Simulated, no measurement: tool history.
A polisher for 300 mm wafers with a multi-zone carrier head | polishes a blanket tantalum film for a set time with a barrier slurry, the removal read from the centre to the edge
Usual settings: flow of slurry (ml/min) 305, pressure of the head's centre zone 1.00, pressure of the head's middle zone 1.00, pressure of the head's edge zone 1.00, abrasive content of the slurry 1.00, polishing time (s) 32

| run | day | flow of slurry (ml/min) | pressure of the head's centre zone | pressure of the head's middle zone | pressure of the head's edge zone | abrasive content of the slurry | polishing time (s) | incoming thickness of the incoming film, nm | film removed at the wafer's centre (Å) | film removed at mid-radius (Å) | film removed at the wafer's edge (Å) |
|---|---|---|---|---|---|---|---|---|---|---|---|
| 1 | 0.000 | 275 | 1.00 | 1.00 | 1.00 | 1.00 | 32 | 303.2 | 647 | 614 | 625 |
| 2 | 3.717 | 305 | 1.00 | 1.00 | 1.00 | 1.00 | 32 | 304.0 | 645 | 632 | 633 |
| 3 | 5.279 | 305 | 1.00 | 1.00 | 1.00 | 1.00 | 32 | 303.5 | 653 | 633 | 629 |
| 4 | 9.412 | 340 | 1.00 | 1.00 | 1.00 | 1.00 | 32 | 298.4 | 661 | 644 | 646 |
| 5 | 13.125 | 305 | 1.00 | 1.00 | 1.00 | 1.00 | 32 | 297.4 | 663 | 623 | 633 |
|  | 15.012 | centre zone pressure recalibrated |
| 6 | 16.117 | 305 | 1.00 | 1.10 | 1.00 | 0.80 | 32 | 302.6 | 588 | 622 | 593 |
|  | 17.021 | edge zone pressure recalibrated |
| 7 | 19.533 | 305 | 1.12 | 1.00 | 1.06 | 1.00 | 32 | 297.3 | 690 | 626 | 656 |
|  | 22.083 | worn pad replaced by a new one |
|  | 22.446 | slurry nozzle cleaned |
| 8 | 25.383 | 305 | 1.00 | 0.93 | 1.00 | 1.00 | 32 | 301.2 | 631 | 611 | 634 |
|  | 25.796 | carrier head's membrane replaced by a new one |
| 9 | 28.692 | 305 | 1.08 | 1.00 | 0.94 | 0.85 | 40 | 302.6 | 807 | 753 | 731 |
| 10 | 31.421 | 340 | 1.00 | 1.00 | 1.00 | 0.90 | 32 | 302.2 | 626 | 614 | 614 |
| 11 | 34.500 | 240 | 0.94 | 1.00 | 1.00 | 1.00 | 32 | 304.9 | 603 | 606 | 624 |
| 12 | 38.958 | 305 | 1.00 | 1.00 | 1.00 | 1.00 | 32 | 299.2 | 647 | 632 | 632 |
| 13 | 45.212 | 265 | 1.06 | 1.00 | 1.00 | 0.80 | 35 | 301.3 | 685 | 634 | 633 |
| 14 | 47.712 | 305 | 1.00 | 0.91 | 1.00 | 0.80 | 32 | 303.1 | 616 | 556 | 599 |
|  | 48.704 | edge zone pressure recalibrated |
|  | 51.467 | worn pad replaced by a new one |
| 15 | 52.138 | 305 | 1.00 | 1.00 | 1.00 | 1.00 | 32 | 297.0 | 644 | 629 | 631 |
|  | 52.592 | slurry nozzle cleaned |
| 16 | 55.500 | 305 | 0.96 | 1.00 | 1.00 | 1.00 | 36 | 299.2 | 711 | 713 | 712 |
| 17 | 59.779 | 230 | 1.00 | 1.00 | 1.00 | 0.80 | 38 | 304.7 | 701 | 691 | 687 |
| 18 | 63.808 | 305 | 1.00 | 1.08 | 1.00 | 0.90 | 32 | 299.6 | 634 | 648 | 616 |
| 19 | 66.925 | 305 | 1.00 | 1.00 | 1.05 | 1.00 | 39 | 294.8 | 795 | 767 | 794 |
|  | 70.325 | centre zone pressure recalibrated |
| 20 | 71.338 | 305 | 1.00 | 1.00 | 1.00 | 1.00 | 32 | 296.1 | 616 | 634 | 639 |
|  | 71.588 | carrier head's membrane replaced by a new one |
| 21 | 74.804 | 305 | 0.94 | 1.00 | 1.04 | 1.00 | 32 | 298.5 | 597 | 629 | 643 |
| 22 | 76.621 | 305 | 1.00 | 1.00 | 1.00 | 1.00 | 32 | 294.2 | 621 | 619 | 619 |

Forecast each of these 3 alternatives for the next run:
| A | 76.638 | 345 | 1.00 | 1.00 | 1.00 | 1.00 | 32 | 300.1 | ? | ? | ? |
| B | 76.638 | 220 | 1.00 | 1.00 | 1.00 | 1.25 | 32 | 300.1 | ? | ? | ? |
| C | 76.638 | 305 | 1.11 | 1.00 | 1.00 | 1.00 | 26 | 300.1 | ? | ? | ? |

| run | film removed at the wafer's centre (Å) | film removed at mid-radius (Å) | film removed at the wafer's edge (Å) |
|---|---|---|---|
| A | 640 | 644 | 635 |
| B | 639 | 647 | 646 |
| C | 557 | 517 | 512 |
Without the tool's hidden state the same runs would have given:
| run | film removed at the wafer's centre (Å) | film removed at mid-radius (Å) | film removed at the wafer's edge (Å) |
|---|---|---|---|
| A | 635 | 644 | 635 |
| B | 634 | 647 | 646 |
| C | 552 | 517 | 512 |
